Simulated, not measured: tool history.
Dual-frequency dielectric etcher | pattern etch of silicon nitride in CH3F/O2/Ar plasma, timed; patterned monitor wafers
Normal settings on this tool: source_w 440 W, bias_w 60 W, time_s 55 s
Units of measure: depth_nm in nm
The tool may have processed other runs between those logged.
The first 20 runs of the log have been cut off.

run   hour  source_w  bias_w  time_s  wafers since the last listed run  hours since the last wet clean  hours since the last source power generator calibration  hours since the last bias power generator calibration  hours since the last upper electrode change  hours since the gauge calibration  read-back reference wafer on the same gauge, depth_nm  depth_nm
       570  -- gauge calibrated
 21  577.2       390      60      55                              1194                           577.7                                                   3793.9                                                  171.1                                        195.6                                7.2                                                  37.02     33.18
     609.6  -- source power generator calibrated
 22  610.1       360      45    63.5                               348                           610.6                                                      0.5                                                    204                                        228.5                               40.1                                                  36.99     33.68
 23    621       440      60      55                               131                           621.5                                                     11.4                                                  214.9                                        239.4                                 51                                                  36.98     34.17
     647.9  -- wet clean of the chamber
 24  648.4       440      52      55                                41                             0.5                                                     38.8                                                  242.3                                        266.8                               78.4                                                  36.99     33.77
 25  675.1       510      60      68                               322                            27.2                                                     65.5                                                    269                                        293.5                              105.1                                                  37.01     46.09
 26  707.5       440      60      55                               390                            59.6                                                     97.9                                                  301.4                                        325.9                              137.5                                                  36.98     34.92
 27  727.4       410      70    67.5                               240                            79.5                                                    117.8                                                  321.3                                        345.8                              157.4                                                     37     43.27
 28  826.8       440      60      55                              1198                           178.9                                                    217.2                                                  420.7                                        445.2                              256.8                                                  37.02     34.88
 29  855.9       340      66      55                               350                             208                                                    246.3                                                  449.8                                        474.3                              285.9                                                     37     31.89
 30  887.9       400      45      55                               385                             240                                                    278.3                                                  481.8                                        506.3                              317.9                                                     37        31
 31  918.5       440      60      67                               369                           270.6                                                    308.9                                                  512.4                                        536.9                              348.5                                                  36.98     42.22

Predict each of these 3 candidate next runs independently; none follows another, all start after run 31:
  A  918.9       440      60      55                                 4                             271                                                    309.3                                                  512.8                                        537.3                              348.9                                                      ?         ?
  B  918.9       390      51    42.5                                 4                             271                                                    309.3                                                  512.8                                        537.3                              348.9                                                      ?         ?
  C  918.9       440      60      65                                 4                             271                                                    309.3                                                  512.8                                        537.3                              348.9                                                      ?         ?

run  read-back reference wafer on the same gauge, depth_nm  depth_nm
  A                                                  36.99      34.7
  B                                                  36.99     24.39
  C                                                  36.99     41.01
Without the tool's unlogged condition, the same runs would have read:
run  depth_nm
  A     34.93
  B     24.55
  C     41.28
